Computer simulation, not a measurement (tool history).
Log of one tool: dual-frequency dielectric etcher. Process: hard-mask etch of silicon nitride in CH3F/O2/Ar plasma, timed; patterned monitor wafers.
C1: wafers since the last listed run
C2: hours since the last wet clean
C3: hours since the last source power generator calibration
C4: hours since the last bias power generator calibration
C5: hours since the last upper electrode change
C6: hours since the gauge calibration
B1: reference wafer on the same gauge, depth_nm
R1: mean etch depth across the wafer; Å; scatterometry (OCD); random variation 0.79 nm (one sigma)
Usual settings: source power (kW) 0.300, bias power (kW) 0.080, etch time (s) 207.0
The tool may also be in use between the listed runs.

Run 1, hour 0.0: usual settings; C1 0; C2 212.7; C3 753.8; C4 4083.9; C5 2819.0; C6 1142.3; B1 174.0. Result: R1 1612 Å.
Run 2, hour 68.5: usual settings; C1 469; C2 281.2; C3 822.3; C4 4152.4; C5 2887.5; C6 1210.8; B1 173.9. Result: R1 1605 Å.
Run 3, hour 106.0: usual settings but source power (kW) 0.350, etch time (s) 184.5; C1 257; C2 318.7; C3 859.8; C4 4189.9; C5 2925.0; C6 1248.3; B1 174.2. Result: R1 1546 Å.
Run 4, hour 136.9: usual settings; C1 211; C2 349.6; C3 890.7; C4 4220.8; C5 2955.9; C6 1279.2; B1 173.8. Result: R1 1606 Å.
Run 5, hour 201.9: usual settings; C1 445; C2 414.6; C3 955.7; C4 4285.8; C5 3020.9; C6 1344.2; B1 174.2. Result: R1 1600 Å.
Run 6, hour 234.6: usual settings; C1 224; C2 447.3; C3 988.4; C4 4318.5; C5 3053.6; C6 1376.9; B1 173.9. Result: R1 1599 Å.
Run 7, hour 260.3: usual settings; C1 176; C2 473.0; C3 1014.1; C4 4344.2; C5 3079.3; C6 1402.6; B1 174.2. Result: R1 1599 Å.
Run 8, hour 353.6: usual settings; C1 639; C2 566.3; C3 1107.4; C4 4437.5; C5 3172.6; C6 1495.9; B1 173.9. Result: R1 1604 Å.
Run 9, hour 378.2: usual settings; C1 168; C2 590.9; C3 1132.0; C4 4462.1; C5 3197.2; C6 1520.5; B1 174.0. Result: R1 1602 Å.
Run 10, hour 424.4: usual settings; C1 316; C2 637.1; C3 1178.2; C4 4508.3; C5 3243.4; C6 1566.7; B1 173.8. Result: R1 1605 Å.
At hour 470.5: upper electrode replaced.
Run 11, hour 471.0: usual settings; C1 154; C2 683.7; C3 1224.8; C4 4554.9; C5 0.5; C6 1613.3; B1 173.8. Result: R1 1621 Å.
At hour 507.7: wet clean of the chamber.
Run 12, hour 508.2: usual settings; C1 90; C2 0.5; C3 1262.0; C4 4592.1; C5 37.7; C6 1650.5; B1 174.1. Result: R1 1604 Å.
Run 13, hour 564.1: usual settings; C1 383; C2 56.4; C3 1317.9; C4 4648.0; C5 93.6; C6 1706.4; B1 173.9. Result: R1 1613 Å.
Run 14, hour 617.5: usual settings but source power (kW) 0.330, bias power (kW) 0.086, etch time (s) 234.0; C1 366; C2 109.8; C3 1371.3; C4 4701.4; C5 147.0; C6 1759.8; B1 173.9. Result: R1 1963 Å.
At hour 651.6: bias power generator calibrated.
At hour 695.6: source power generator calibrated.
Run 15, hour 799.6: usual settings; C1 1193; C2 291.9; C3 104.0; C4 148.0; C5 329.1; C6 1941.9; B1 174.0. Result: R1 1570 Å.
At hour 830.9: gauge calibrated.
Run 16, hour 844.2: usual settings but source power (kW) 0.280, bias power (kW) 0.090, etch time (s) 169.0; C1 305; C2 336.5; C3 148.6; C4 192.6; C5 373.7; C6 13.3; B1 174.3. Result: R1 1281 Å.
Run 17, hour 914.1: usual settings but bias power (kW) 0.087; C1 479; C2 406.4; C3 218.5; C4 262.5; C5 443.6; C6 83.2; B1 173.9. Result: R1 1614 Å.

The next listed run, before its measurement:
Run 18, hour 954.7: usual settings but source power (kW) 0.340, bias power (kW) 0.064, etch time (s) 267.0; C1 278; C2 447.0; C3 259.1; C4 303.1; C5 484.2; C6 123.8; B1 ?. Result: R1 ?.

Run 18 gave B1 173.9, R1 2031 Å.
Without the tool's hidden state the same run would have given R1 2018 Å.
